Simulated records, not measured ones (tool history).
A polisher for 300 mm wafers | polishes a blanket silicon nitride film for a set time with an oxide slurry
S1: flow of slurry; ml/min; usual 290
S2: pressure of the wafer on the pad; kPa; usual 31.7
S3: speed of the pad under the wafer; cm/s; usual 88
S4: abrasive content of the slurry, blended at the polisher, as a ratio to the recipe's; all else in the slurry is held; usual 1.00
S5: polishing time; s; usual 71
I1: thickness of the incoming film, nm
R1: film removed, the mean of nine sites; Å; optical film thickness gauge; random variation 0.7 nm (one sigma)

run     day   S1    S2   S3    S4  S5     I1   R1
  1   0.000  290  35.2   88  1.00  71  309.2  508
  2   2.008  290  35.2   88  1.00  71  312.5  507
      2.483  -- slurry nozzle cleaned
  3   3.683  360  31.7   88  1.00  71  308.7  472
      5.267  -- worn pad replaced by a new one
      6.104  -- slurry blender recalibrated
  4   7.167  360  31.7   88  1.00  71  309.2  484
  5   8.825  340  31.7   88  1.00  71  311.5  495
     10.742  -- conditioning disc replaced and pad reconditioned
  6  11.562  245  31.7   88  1.00  58  305.8  379
  7  13.688  245  31.7   88  1.00  58  312.0  367
     15.617  -- worn pad replaced by a new one
  8  15.658  245  31.7   88  1.00  58  308.0  348
     17.883  -- slurry blender recalibrated
  9  19.896  290  31.7  110  1.00  71  311.6  510
     21.212  -- head pressure recalibrated
 10  21.467  290  40.0  104  1.00  71  308.4  594
 11  24.692  320  31.7   80  0.80  83  310.5  401
     26.679  -- conditioning disc replaced and pad reconditioned
     26.750  -- worn pad replaced by a new one, repeated, since the last time left the tool worse
 12  28.508  290  31.7   88  1.00  71  316.3  480
     29.446  -- slurry blender recalibrated
 13  32.017  330  31.7   64  1.00  62  309.8  327
     34.346  -- slurry nozzle cleaned
 14  35.379  320  31.7   80  0.80  83  310.1  465
     37.171  -- worn pad replaced by a new one
 15  38.571  245  31.7   88  1.00  58  313.0  383
     39.900  -- slurry blender recalibrated
     40.817  -- conditioning disc replaced and pad reconditioned
 16  42.533  210  41.4   88  1.00  84  310.6  659
     46.029  -- worn pad replaced by a new one
 17  46.050  290  38.6   78  1.00  71  310.0  515
 18  47.642  335  37.2   88  0.85  52  312.0  384
 19  50.483  290  37.9   96  1.25  71  308.6  662

Forecast each of these 5 alternatives for the next run:
  A  50.500  290  31.7  88  1.30  71  313.8   ?
  B  50.500  215  31.7  88  1.00  87  313.8   ?
  C  50.500  290  31.7  98  1.00  71  313.8   ?
  D  50.500  250  29.0  80  1.00  71  313.8   ?
  E  50.500  360  37.9  88  1.25  84  313.8   ?

run   R1
  A  530
  B  563
  C  519
  D  402
  E  733
Without the tool's hidden state the same runs would have given:
run   R1
  A  537
  B  571
  C  526
  D  408
  E  744

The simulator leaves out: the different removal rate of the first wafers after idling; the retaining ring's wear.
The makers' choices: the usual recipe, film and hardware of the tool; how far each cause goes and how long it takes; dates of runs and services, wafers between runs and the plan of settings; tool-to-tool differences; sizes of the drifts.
